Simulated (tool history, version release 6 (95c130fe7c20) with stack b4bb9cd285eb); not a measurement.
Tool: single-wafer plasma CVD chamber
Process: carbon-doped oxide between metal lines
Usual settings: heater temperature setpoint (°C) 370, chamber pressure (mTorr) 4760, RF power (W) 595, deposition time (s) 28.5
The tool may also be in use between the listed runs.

run   hour  heater temperature setpoint (°C)  chamber pressure (mTorr)  RF power (W)  deposition time (s)  read-back reference wafer on the same gauge, thickness_nm  mean film thickness on the monitor wafer (angstrom)
  1    0.0                               370                      4760           595                 28.5                                                    135.969                                              1333.49
  2   24.1                               370                      4760           595                 28.5                                                    135.997                                              1332.78
  3   34.8                               370                      4760           595                 28.5                                                    136.023                                              1336.16
  4   48.0                               370                      4760           595                 28.5                                                    136.051                                              1322.94
  5   57.1                               370                      4760           595                 28.5                                                    136.105                                              1327.40
  6   72.6                               370                      4760           595                 28.5                                                    136.111                                              1317.27
      84.3  -- gauge calibrated
  7   89.6                               370                      4760           595                 28.5                                                    135.998                                              1316.14
      98.3  -- RF generator calibrated
     100.2  -- showerhead replaced, of another model than before
  8  103.5                               370                      4220           595                 28.5                                                    135.950                                              1341.51
  9  120.2                               370                      4760           530                 28.5                                                    136.017                                              1238.61
 10  133.9                               370                      4760           595                 28.5                                                    135.936                                              1377.46
 11  146.2                               370                      4760           595                 28.5                                                    136.008                                              1379.28
 12  164.0                               370                      4760           595                 28.5                                                    135.888                                              1382.58
 13  180.4                               370                      4760           595                 28.5                                                    136.052                                              1380.14
 14  192.6                               370                      4760           595                 28.5                                                    135.913                                              1390.80
 15  198.8                               370                      3950           690                 28.5                                                    136.165                                              1473.35
 16  206.3                               370                      4760           595                 31.4                                                    135.869                                              1501.70
 17  221.4                               370                      4760           595                 28.5                                                    135.973                                              1371.15
 18  238.3                               381                      5570           595                 28.5                                                    135.984                                              1383.72
 19  250.5                               383                      5810           695                 32.8                                                    136.002                                              1802.04
 20  256.9                               355                      3860           595                 23.0                                                    135.994                                              1089.70
     265.9  -- capacitance manometer re-zeroed and calibrated
 21  271.7                               382                      4760           595                 30.9                                                    135.987                                              1438.71
     309.8  -- thermocouple changed; heater temperature recalibrated
 22  310.3                               370                      4760           595                 28.5                                                    135.984                                              1364.31
 23  310.7                               370                      4760           595                 28.5                                                    135.971                                              1373.39
 24  357.8                               370                      5260           595                 25.1                                                    136.036                                              1227.74
 25  375.6                               377                      3730           525                 30.3                                                    135.892                                              1189.70
 26  392.7                               361                      4760           595                 28.5                                                    136.011                                              1376.11
 27  404.2                               370                      5520           690                 28.5                                                    135.963                                              1588.66
 28  419.0                               363                      3580           540                 31.6                                                    135.984                                              1295.00

4 ways to go on from here, each from the tool as it stands after run 28. What would each give?
  A  419.4                               370                      4760           595                 28.5                                                          ?                                                    ?
  B  419.4                               370                      3710           595                 28.5                                                          ?                                                    ?
  C  419.4                               370                      5910           700                 23.2                                                          ?                                                    ?
  D  419.4                               370                      4760           700                 28.5                                                          ?                                                    ?

run  read-back reference wafer on the same gauge, thickness_nm  mean film thickness on the monitor wafer (angstrom)
  A                                                    135.921                                              1354.74
  B                                                    135.921                                              1270.20
  C                                                    135.921                                              1323.31
  D                                                    135.921                                              1549.77
Without the tool's hidden state the same runs would have given:
run  mean film thickness on the monitor wafer (angstrom)
  A                                              1401.98
  B                                              1314.49
  C                                              1368.46
  D                                              1602.65
